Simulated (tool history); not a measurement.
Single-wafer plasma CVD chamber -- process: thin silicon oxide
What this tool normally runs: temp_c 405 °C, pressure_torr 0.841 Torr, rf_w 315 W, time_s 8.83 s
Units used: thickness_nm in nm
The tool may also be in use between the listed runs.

run,hour,temp_c,pressure_torr,rf_w,time_s,wafers since the last listed run,hours since the last thermocouple change,hours since the last RF generator calibration,hours since the last manometer calibration,hours since the showerhead was replaced,hours since the gauge calibration,"read-back reference wafer on the same gauge, thickness_nm",thickness_nm
1,0.0,405,0.841,315,8.83,0,756.2,713.4,363.5,6254.1,218.2,13.499,16.712
# hour 56.3: RF generator calibrated
2,56.7,405,0.841,315,8.83,1379,812.9,0.4,420.2,6310.8,274.9,13.503,16.623
3,123.5,405,0.841,315,8.83,1891,879.7,67.2,487.0,6377.6,341.7,13.493,16.535
4,184.7,415,0.841,315,8.83,1733,940.9,128.4,548.2,6438.8,402.9,13.500,16.538
5,226.8,405,0.841,315,8.83,1192,983.0,170.5,590.3,6480.9,445.0,13.505,16.620
6,302.3,405,0.841,315,8.83,2138,1058.5,246.0,665.8,6556.4,520.5,13.501,16.524
7,384.1,405,0.841,315,8.83,2316,1140.3,327.8,747.6,6638.2,602.3,13.507,16.634
# hour 413.9: thermocouple changed; heater temperature recalibrated
8,622.1,405,0.841,315,8.83,6514,208.2,565.8,985.6,6876.2,840.3,13.484,16.696
9,666.9,405,0.918,315,8.83,1268,253.0,610.6,1030.4,6921.0,885.1,13.488,18.308
# hour 719.6: showerhead replaced
10,749.1,405,0.841,315,8.83,2101,335.2,692.8,1112.6,29.5,967.3,13.509,16.986
# hour 801.8: RF generator calibrated
11,842.7,405,0.841,315,8.83,2424,428.8,40.9,1206.2,123.1,1060.9,13.504,16.975
12,949.8,405,0.841,315,8.83,3033,535.9,148.0,1313.3,230.2,1168.0,13.504,17.001
13,1031.1,393,1.024,290,10.38,2302,617.2,229.3,1394.6,311.5,1249.3,13.473,23.052
# hour 1048.2: capacitance manometer re-zeroed and calibrated
14,1073.6,405,0.735,315,8.83,977,659.7,271.8,25.4,354.0,1291.8,13.502,15.551
15,1170.9,418,0.973,315,7.31,2755,757.0,369.1,122.7,451.3,1389.1,13.507,16.478
# hour 1176.8: gauge calibrated
16,1269.4,405,0.699,345,8.83,2789,855.5,467.6,221.2,549.8,92.6,13.491,15.337
17,1341.1,405,0.841,340,9.79,2030,927.2,539.3,292.9,621.5,164.3,13.498,20.434
# hour 1387.0: capacitance manometer re-zeroed and calibrated, repeated, since the last time left the tool worse
18,1387.5,393,0.962,350,9.47,1087,973.6,585.7,0.5,667.9,210.7,13.479,20.703
19,1495.7,417,0.974,315,9.39,3064,1081.8,693.9,108.7,776.1,318.9,13.504,19.605
20,1542.2,405,0.841,315,8.83,1316,1128.3,740.4,155.2,822.6,365.4,13.496,16.255
21,1598.5,409,0.934,340,9.78,1594,1184.6,796.7,211.5,878.9,421.7,13.492,20.515
22,1635.9,414,0.950,360,7.80,1059,1222.0,834.1,248.9,916.3,459.1,13.500,16.862
# hour 1678.3: thermocouple changed; heater temperature recalibrated
23,1700.8,405,0.841,315,8.83,1611,22.5,899.0,313.8,981.2,524.0,13.521,16.486
# hour 1737.2: RF generator calibrated
24,1776.9,405,0.841,315,8.83,1928,98.6,39.7,389.9,1057.3,600.1,13.491,16.467
25,1865.1,394,0.841,270,8.83,2498,186.8,127.9,478.1,1145.5,688.3,13.502,15.788
26,1926.2,390,0.760,365,7.24,1730,247.9,189.0,539.2,1206.6,749.4,13.508,12.996
27,1997.6,405,0.841,315,8.83,2022,319.3,260.4,610.6,1278.0,820.8,13.513,16.564

Predict each of these 5 candidate next runs independently; none follows another, all start after run 27:
A,1998.0,412,0.841,315,8.83,11,319.7,260.8,611.0,1278.4,821.2,?,?
B,1998.0,401,0.841,260,8.83,11,319.7,260.8,611.0,1278.4,821.2,?,?
C,1998.0,405,0.709,340,8.83,11,319.7,260.8,611.0,1278.4,821.2,?,?
D,1998.0,393,0.841,315,10.43,11,319.7,260.8,611.0,1278.4,821.2,?,?
E,1998.0,413,0.714,315,7.65,11,319.7,260.8,611.0,1278.4,821.2,?,?

run,"read-back reference wafer on the same gauge, thickness_nm",thickness_nm
A,13.511,16.503
B,13.511,15.530
C,13.511,14.153
D,13.511,19.763
E,13.511,11.975
Take away the tool's hidden state, keep each run's random variation, and the runs would have read:
run,thickness_nm
A,16.265
B,15.306
C,13.904
D,19.477
E,11.764
